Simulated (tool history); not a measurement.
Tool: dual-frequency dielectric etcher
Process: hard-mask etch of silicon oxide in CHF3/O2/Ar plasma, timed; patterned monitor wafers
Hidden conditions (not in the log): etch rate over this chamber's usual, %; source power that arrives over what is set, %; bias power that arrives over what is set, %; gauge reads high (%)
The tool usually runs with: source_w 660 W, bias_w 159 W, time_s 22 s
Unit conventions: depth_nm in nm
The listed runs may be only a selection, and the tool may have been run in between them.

run    hour  source_w  bias_w  time_s  wafers since the last listed run  hours since the last wet clean  hours since the last source power generator calibration  hours since the last bias power generator calibration  hours since the last upper electrode change  hours since the gauge calibration  read-back reference wafer on the same gauge, depth_nm  depth_nm
  1       0       660     159      22                                 0                             0.5                                                    199.7                                                 3371.9                                         3181                               3288                                                  41.68     38.51
  2    82.8       660     159      22                              1354                            83.3                                                    282.5                                                 3454.7                                       3263.8                             3370.8                                                  41.69      38.9
  3   131.8       660     170      22                               801                           132.3                                                    331.5                                                 3503.7                                       3312.8                             3419.8                                                  41.71     39.38
      192.7  -- upper electrode replaced
  4   193.2       660     170      22                               611                           193.7                                                    392.9                                                 3565.1                                          0.5                             3481.2                                                  41.74     39.15
  5   237.1       660     170      22                               718                           237.6                                                    436.8                                                   3609                                         44.4                             3525.1                                                   41.7     38.99
  6     335       660     159      22                              1601                           335.5                                                    534.7                                                 3706.9                                        142.3                               3623                                                  41.71     38.02
  7   390.5       610     121    18.5                               907                             391                                                    590.2                                                 3762.4                                        197.8                             3678.5                                                  41.69     29.32
  8     463       660     159    18.5                              1185                           463.5                                                    662.7                                                 3834.9                                        270.3                               3751                                                  41.71      31.7
  9   546.5       620     120      22                              1365                             547                                                    746.2                                                 3918.4                                        353.8                             3834.5                                                  41.67     34.84
      646.9  -- wet clean of the chamber
      797.6  -- bias power generator calibrated
 10   798.1       740     141    17.5                              3657                           151.2                                                    997.8                                                    0.5                                        605.4                             4086.1                                                  41.68     30.72
 11   883.8       660     159      22                              1401                           236.9                                                   1083.5                                                   86.2                                        691.1                             4171.8                                                  41.68     37.52
 12   942.5       660     172      22                               960                           295.6                                                   1142.2                                                  144.9                                        749.8                             4230.5                                                  41.64     38.06
 13  1020.4       600     159      22                              1274                           373.5                                                   1220.1                                                  222.8                                        827.7                             4308.4                                                  41.73     36.55
 14  1098.2       660     159      28                              1272                           451.3                                                   1297.9                                                  300.6                                        905.5                             4386.2                                                  41.72     46.58
 15    1142       790     159    17.5                               716                           495.1                                                   1341.7                                                  344.4                                        949.3                               4430                                                  41.74     31.24
 16  1183.2       610     196    20.5                               673                           536.3                                                   1382.9                                                  385.6                                        990.5                             4471.2                                                  41.69     34.87
 17  1227.4       710     146      22                               722                           580.5                                                   1427.1                                                  429.8                                       1034.7                             4515.4                                                  41.67     36.55
     1273.2  -- gauge calibrated
 18  1300.3       760     174      22                              1192                           653.4                                                     1500                                                  502.7                                       1107.6                               27.1                                                  41.72     39.19
 19    1357       660     159      24                               927                           710.1                                                   1556.7                                                  559.4                                       1164.3                               83.8                                                  41.64     39.85
 20  1409.7       660     123    17.5                               861                           762.8                                                   1609.4                                                  612.1                                         1217                              136.5                                                  41.72     27.42
     1451.7  -- wet clean of the chamber
 21  1452.2       660     179      22                               302                             0.5                                                   1651.9                                                  654.6                                       1259.5                                179                                                  41.66     39.75
 22  1489.7       660     159      22                               613                              38                                                   1689.4                                                  692.1                                         1297                              216.5                                                  41.69     38.65

Run 23 has not been measured yet. What should we expect?
     1515.4  -- source power generator calibrated
 23  1540.1       580     122      28                               758                            88.4                                                     24.7                                                  742.5                                       1347.4                              266.9                                                      ?         ?

Run 23 produced read-back reference wafer on the same gauge, depth_nm 41.69, depth_nm 44.36 nm.
Minus the tool's unlogged condition, the same run would have read depth_nm 44.73 nm.

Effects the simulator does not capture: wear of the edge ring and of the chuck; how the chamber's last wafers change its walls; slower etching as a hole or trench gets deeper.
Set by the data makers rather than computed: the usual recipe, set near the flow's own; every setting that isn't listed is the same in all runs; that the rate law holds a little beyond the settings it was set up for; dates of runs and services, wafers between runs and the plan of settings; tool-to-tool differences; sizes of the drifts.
